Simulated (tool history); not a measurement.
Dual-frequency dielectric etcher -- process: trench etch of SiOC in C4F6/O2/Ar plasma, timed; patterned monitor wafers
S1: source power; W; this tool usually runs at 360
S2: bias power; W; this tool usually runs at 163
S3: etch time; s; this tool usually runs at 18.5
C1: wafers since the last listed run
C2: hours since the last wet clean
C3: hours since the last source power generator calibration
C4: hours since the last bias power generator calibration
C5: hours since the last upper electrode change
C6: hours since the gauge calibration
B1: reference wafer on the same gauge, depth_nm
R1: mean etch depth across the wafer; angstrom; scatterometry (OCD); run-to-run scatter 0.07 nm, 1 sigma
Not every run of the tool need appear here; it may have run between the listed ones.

run 1 hour=0.0 | S1=360 S2=163 S3=18.5 | C1=0 C2=161.7 C3=1323.9 C4=3501.9 C5=2556.0 C6=39.0 | B1=36.58 | R1=346.5
run 2 hour=14.6 | S1=360 S2=163 S3=18.5 | C1=264 C2=176.3 C3=1338.5 C4=3516.5 C5=2570.6 C6=53.6 | B1=36.58 | R1=346.0
run 3 hour=31.5 | S1=360 S2=163 S3=16.5 | C1=305 C2=193.2 C3=1355.4 C4=3533.4 C5=2587.5 C6=70.5 | B1=36.59 | R1=308.2
run 4 hour=47.9 | S1=360 S2=163 S3=16.5 | C1=296 C2=209.6 C3=1371.8 C4=3549.8 C5=2603.9 C6=86.9 | B1=36.58 | R1=307.2
run 5 hour=54.0 | S1=360 S2=163 S3=18.5 | C1=110 C2=215.7 C3=1377.9 C4=3555.9 C5=2610.0 C6=93.0 | B1=36.62 | R1=345.8
run 6 hour=66.2 | S1=360 S2=163 S3=18.5 | C1=220 C2=227.9 C3=1390.1 C4=3568.1 C5=2622.2 C6=105.2 | B1=36.59 | R1=346.1
run 7 hour=79.7 | S1=360 S2=163 S3=18.5 | C1=244 C2=241.4 C3=1403.6 C4=3581.6 C5=2635.7 C6=118.7 | B1=36.59 | R1=346.2
run 8 hour=94.4 | S1=360 S2=163 S3=18.5 | C1=266 C2=256.1 C3=1418.3 C4=3596.3 C5=2650.4 C6=133.4 | B1=36.63 | R1=345.6
run 9 hour=109.2 | S1=360 S2=163 S3=18.5 | C1=267 C2=270.9 C3=1433.1 C4=3611.1 C5=2665.2 C6=148.2 | B1=36.58 | R1=347.1
run 10 hour=116.4 | S1=360 S2=163 S3=18.5 | C1=130 C2=278.1 C3=1440.3 C4=3618.3 C5=2672.4 C6=155.4 | B1=36.63 | R1=346.3
-- hour=146.1 upper electrode replaced
run 11 hour=146.6 | S1=360 S2=163 S3=22.0 | C1=112 C2=308.3 C3=1470.5 C4=3648.5 C5=0.5 C6=185.6 | B1=36.59 | R1=412.3
run 12 hour=146.9 | S1=360 S2=163 S3=18.5 | C1=5 C2=308.6 C3=1470.8 C4=3648.8 C5=0.8 C6=185.9 | B1=36.60 | R1=346.7
run 13 hour=159.0 | S1=360 S2=163 S3=18.5 | C1=219 C2=320.7 C3=1482.9 C4=3660.9 C5=12.9 C6=198.0 | B1=36.59 | R1=346.1
-- hour=166.8 gauge calibrated
run 14 hour=171.6 | S1=360 S2=163 S3=18.5 | C1=228 C2=333.3 C3=1495.5 C4=3673.5 C5=25.5 C6=4.8 | B1=36.56 | R1=346.5
run 15 hour=188.0 | S1=320 S2=136 S3=16.5 | C1=296 C2=349.7 C3=1511.9 C4=3689.9 C5=41.9 C6=21.2 | B1=36.58 | R1=287.9
run 16 hour=196.6 | S1=430 S2=124 S3=18.5 | C1=155 C2=358.3 C3=1520.5 C4=3698.5 C5=50.5 C6=29.8 | B1=36.61 | R1=342.7
-- hour=218.5 bias power generator calibrated
-- hour=220.5 source power generator calibrated
-- hour=223.4 wet clean of the chamber
run 17 hour=223.9 | S1=360 S2=163 S3=18.5 | C1=333 C2=0.5 C3=3.4 C4=5.4 C5=77.8 C6=57.1 | B1=36.58 | R1=346.2
run 18 hour=224.9 | S1=290 S2=199 S3=22.5 | C1=18 C2=1.5 C3=4.4 C4=6.4 C5=78.8 C6=58.1 | B1=36.61 | R1=417.5
run 19 hour=238.5 | S1=360 S2=194 S3=23.5 | C1=246 C2=15.1 C3=18.0 C4=20.0 C5=92.4 C6=71.7 | B1=36.61 | R1=457.1
run 20 hour=245.9 | S1=360 S2=163 S3=21.0 | C1=133 C2=22.5 C3=25.4 C4=27.4 C5=99.8 C6=79.1 | B1=36.62 | R1=392.1
run 21 hour=253.8 | S1=360 S2=135 S3=18.5 | C1=143 C2=30.4 C3=33.3 C4=35.3 C5=107.7 C6=87.0 | B1=36.59 | R1=332.3
run 22 hour=265.6 | S1=320 S2=181 S3=18.5 | C1=213 C2=42.2 C3=45.1 C4=47.1 C5=119.5 C6=98.8 | B1=36.59 | R1=345.1
run 23 hour=281.8 | S1=310 S2=204 S3=17.0 | C1=293 C2=58.4 C3=61.3 C4=63.3 C5=135.7 C6=115.0 | B1=36.57 | R1=323.9
run 24 hour=299.6 | S1=310 S2=163 S3=18.5 | C1=322 C2=76.2 C3=79.1 C4=81.1 C5=153.5 C6=132.8 | B1=36.61 | R1=333.1
run 25 hour=315.4 | S1=360 S2=163 S3=18.5 | C1=286 C2=92.0 C3=94.9 C4=96.9 C5=169.3 C6=148.6 | B1=36.59 | R1=347.3
-- hour=362.2 gauge calibrated
run 26 hour=365.1 | S1=310 S2=163 S3=20.5 | C1=899 C2=141.7 C3=144.6 C4=146.6 C5=219.0 C6=2.9 | B1=36.59 | R1=369.5
run 27 hour=378.0 | S1=360 S2=163 S3=18.5 | C1=233 C2=154.6 C3=157.5 C4=159.5 C5=231.9 C6=15.8 | B1=36.61 | R1=346.4
run 28 hour=394.2 | S1=360 S2=163 S3=18.5 | C1=293 C2=170.8 C3=173.7 C4=175.7 C5=248.1 C6=32.0 | B1=36.58 | R1=346.3
run 29 hour=401.8 | S1=400 S2=163 S3=16.0 | C1=137 C2=178.4 C3=181.3 C4=183.3 C5=255.7 C6=39.6 | B1=36.60 | R1=308.0

Forecast each of these 3 alternatives for the next run:
run A hour=402.2 | S1=360 S2=163 S3=18.5 | C1=7 C2=178.8 C3=181.7 C4=183.7 C5=256.1 C6=40.0 | B1=? | R1=?
run B hour=402.2 | S1=440 S2=163 S3=24.0 | C1=7 C2=178.8 C3=181.7 C4=183.7 C5=256.1 C6=40.0 | B1=? | R1=?
run C hour=402.2 | S1=440 S2=127 S3=18.5 | C1=7 C2=178.8 C3=181.7 C4=183.7 C5=256.1 C6=40.0 | B1=? | R1=?

run=A B1=36.62 R1=346.9
run=B B1=36.62 R1=475.5
run=C B1=36.62 R1=347.1
What these runs would have given with no unlogged condition in the tool:
run=A R1=346.9
run=B R1=475.5
run=C R1=347.1

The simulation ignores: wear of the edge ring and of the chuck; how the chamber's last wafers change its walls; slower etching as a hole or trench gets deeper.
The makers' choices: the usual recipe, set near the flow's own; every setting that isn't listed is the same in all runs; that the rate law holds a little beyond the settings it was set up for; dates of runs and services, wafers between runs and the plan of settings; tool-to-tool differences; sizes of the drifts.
